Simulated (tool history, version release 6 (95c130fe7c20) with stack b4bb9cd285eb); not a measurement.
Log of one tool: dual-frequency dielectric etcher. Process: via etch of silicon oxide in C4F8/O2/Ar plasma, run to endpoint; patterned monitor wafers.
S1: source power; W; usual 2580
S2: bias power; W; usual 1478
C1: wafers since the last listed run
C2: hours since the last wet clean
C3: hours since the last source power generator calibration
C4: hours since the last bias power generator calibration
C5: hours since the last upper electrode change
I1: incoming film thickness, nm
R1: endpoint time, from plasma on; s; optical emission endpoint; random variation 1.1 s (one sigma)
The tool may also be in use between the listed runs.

{"run": 1, "hour": 0.0, "S1": 2580, "S2": 1478, "C1": 0, "C2": 345.0, "C3": 3141.5, "C4": 1229.5, "C5": 4052.3, "I1": 1221.7, "R1": 226.6}
{"hour": 31.0, "done": "upper electrode replaced"}
{"hour": 38.3, "done": "wet clean of the chamber"}
{"run": 2, "hour": 38.8, "S1": 2580, "S2": 1478, "C1": 56, "C2": 0.5, "C3": 3180.3, "C4": 1268.3, "C5": 7.8, "I1": 1219.8, "R1": 238.0}
{"run": 3, "hour": 39.2, "S1": 2580, "S2": 1478, "C1": 3, "C2": 0.9, "C3": 3180.7, "C4": 1268.7, "C5": 8.2, "I1": 1214.4, "R1": 234.3}
{"run": 4, "hour": 42.3, "S1": 3040, "S2": 1478, "C1": 23, "C2": 4.0, "C3": 3183.8, "C4": 1271.8, "C5": 11.3, "I1": 1240.3, "R1": 225.6}
{"run": 5, "hour": 49.0, "S1": 3040, "S2": 1478, "C1": 50, "C2": 10.7, "C3": 3190.5, "C4": 1278.5, "C5": 18.0, "I1": 1220.3, "R1": 222.5}
{"run": 6, "hour": 55.3, "S1": 3040, "S2": 1478, "C1": 47, "C2": 17.0, "C3": 3196.8, "C4": 1284.8, "C5": 24.3, "I1": 1228.4, "R1": 223.2}
{"run": 7, "hour": 72.8, "S1": 2170, "S2": 1478, "C1": 131, "C2": 34.5, "C3": 3214.3, "C4": 1302.3, "C5": 41.8, "I1": 1221.0, "R1": 247.3}
{"run": 8, "hour": 88.3, "S1": 2170, "S2": 1478, "C1": 116, "C2": 50.0, "C3": 3229.8, "C4": 1317.8, "C5": 57.3, "I1": 1232.2, "R1": 249.7}
{"run": 9, "hour": 103.4, "S1": 2580, "S2": 1478, "C1": 113, "C2": 65.1, "C3": 3244.9, "C4": 1332.9, "C5": 72.4, "I1": 1228.0, "R1": 235.5}
{"run": 10, "hour": 120.2, "S1": 3030, "S2": 1606, "C1": 126, "C2": 81.9, "C3": 3261.7, "C4": 1349.7, "C5": 89.2, "I1": 1227.3, "R1": 214.9}
{"run": 11, "hour": 134.4, "S1": 2240, "S2": 1221, "C1": 106, "C2": 96.1, "C3": 3275.9, "C4": 1363.9, "C5": 103.4, "I1": 1225.9, "R1": 258.0}
{"run": 12, "hour": 149.8, "S1": 2810, "S2": 1716, "C1": 115, "C2": 111.5, "C3": 3291.3, "C4": 1379.3, "C5": 118.8, "I1": 1218.2, "R1": 215.5}
{"run": 13, "hour": 157.3, "S1": 2950, "S2": 1227, "C1": 56, "C2": 119.0, "C3": 3298.8, "C4": 1386.8, "C5": 126.3, "I1": 1217.1, "R1": 232.4}
{"run": 14, "hour": 174.4, "S1": 2060, "S2": 1133, "C1": 128, "C2": 136.1, "C3": 3315.9, "C4": 1403.9, "C5": 143.4, "I1": 1228.7, "R1": 272.2}
{"run": 15, "hour": 180.5, "S1": 2950, "S2": 1227, "C1": 45, "C2": 142.2, "C3": 3322.0, "C4": 1410.0, "C5": 149.5, "I1": 1223.1, "R1": 234.4}
{"hour": 193.1, "done": "bias power generator calibrated"}
{"run": 16, "hour": 197.4, "S1": 2580, "S2": 1201, "C1": 97, "C2": 159.1, "C3": 3338.9, "C4": 4.3, "C5": 166.4, "I1": 1226.8, "R1": 245.9}
{"run": 17, "hour": 203.5, "S1": 2920, "S2": 1599, "C1": 45, "C2": 165.2, "C3": 3345.0, "C4": 10.4, "C5": 172.5, "I1": 1224.8, "R1": 216.7}
{"run": 18, "hour": 219.7, "S1": 2580, "S2": 1197, "C1": 121, "C2": 181.4, "C3": 3361.2, "C4": 26.6, "C5": 188.7, "I1": 1227.5, "R1": 248.7}
{"run": 19, "hour": 235.2, "S1": 3140, "S2": 1126, "C1": 116, "C2": 196.9, "C3": 3376.7, "C4": 42.1, "C5": 204.2, "I1": 1213.6, "R1": 229.9}
{"hour": 242.8, "done": "source power generator calibrated"}
{"run": 20, "hour": 248.3, "S1": 2190, "S2": 1238, "C1": 68, "C2": 210.0, "C3": 5.5, "C4": 55.2, "C5": 217.3, "I1": 1222.6, "R1": 257.2}
{"run": 21, "hour": 263.5, "S1": 2930, "S2": 1191, "C1": 114, "C2": 225.2, "C3": 20.7, "C4": 70.4, "C5": 232.5, "I1": 1237.8, "R1": 238.6}
{"run": 22, "hour": 272.4, "S1": 3040, "S2": 1478, "C1": 66, "C2": 234.1, "C3": 29.6, "C4": 79.3, "C5": 241.4, "I1": 1222.7, "R1": 216.6}
{"run": 23, "hour": 287.3, "S1": 2580, "S2": 1478, "C1": 112, "C2": 249.0, "C3": 44.5, "C4": 94.2, "C5": 256.3, "I1": 1221.5, "R1": 228.8}
{"run": 24, "hour": 293.3, "S1": 3210, "S2": 1819, "C1": 45, "C2": 255.0, "C3": 50.5, "C4": 100.2, "C5": 262.3, "I1": 1222.9, "R1": 199.7}
{"run": 25, "hour": 306.5, "S1": 2190, "S2": 1238, "C1": 99, "C2": 268.2, "C3": 63.7, "C4": 113.4, "C5": 275.5, "I1": 1227.9, "R1": 257.1}
{"run": 26, "hour": 317.8, "S1": 2090, "S2": 1717, "C1": 85, "C2": 279.5, "C3": 75.0, "C4": 124.7, "C5": 286.8, "I1": 1204.4, "R1": 231.3}
{"run": 27, "hour": 367.7, "S1": 2270, "S2": 1478, "C1": 375, "C2": 329.4, "C3": 124.9, "C4": 174.6, "C5": 336.7, "I1": 1231.8, "R1": 239.4}
{"run": 28, "hour": 376.9, "S1": 2780, "S2": 1245, "C1": 69, "C2": 338.6, "C3": 134.1, "C4": 183.8, "C5": 345.9, "I1": 1216.3, "R1": 229.8}
{"run": 29, "hour": 387.5, "S1": 2580, "S2": 1478, "C1": 79, "C2": 349.2, "C3": 144.7, "C4": 194.4, "C5": 356.5, "I1": 1218.4, "R1": 226.8}
{"run": 30, "hour": 400.7, "S1": 2060, "S2": 1245, "C1": 99, "C2": 362.4, "C3": 157.9, "C4": 207.6, "C5": 369.7, "I1": 1222.8, "R1": 258.0}
{"run": 31, "hour": 414.3, "S1": 2580, "S2": 1478, "C1": 102, "C2": 376.0, "C3": 171.5, "C4": 221.2, "C5": 383.3, "I1": 1220.8, "R1": 226.7}
{"run": 32, "hour": 426.3, "S1": 3040, "S2": 1478, "C1": 90, "C2": 388.0, "C3": 183.5, "C4": 233.2, "C5": 395.3, "I1": 1228.6, "R1": 212.2}
{"run": 33, "hour": 439.0, "S1": 2890, "S2": 1318, "C1": 95, "C2": 400.7, "C3": 196.2, "C4": 245.9, "C5": 408.0, "I1": 1226.5, "R1": 221.8}
{"run": 34, "hour": 455.1, "S1": 2240, "S2": 1221, "C1": 121, "C2": 416.8, "C3": 212.3, "C4": 262.0, "C5": 424.1, "I1": 1226.5, "R1": 250.1}

Hidden state at the last listed run before each entry between runs and at the first one after, where it differs:
Between runs 1 and 2: upper electrode replaced (hour 31.0); wet clean of the chamber (hour 38.3)
  etch rate over this chamber's usual, %: 4.34 -> 0.262
  measured less the result without the state, R1: -9.9 -> -0.7 s
Between runs 15 and 16: bias power generator calibrated (hour 193.1)
  etch rate over this chamber's usual, %: 1.97 -> 2.17
  measured less the result without the state, R1: -4.6 -> -5.3 s
Between runs 19 and 20: source power generator calibrated (hour 242.8)
  etch rate over this chamber's usual, %: 2.63 -> 2.78
  measured less the result without the state, R1: -6.0 -> -7.1 s
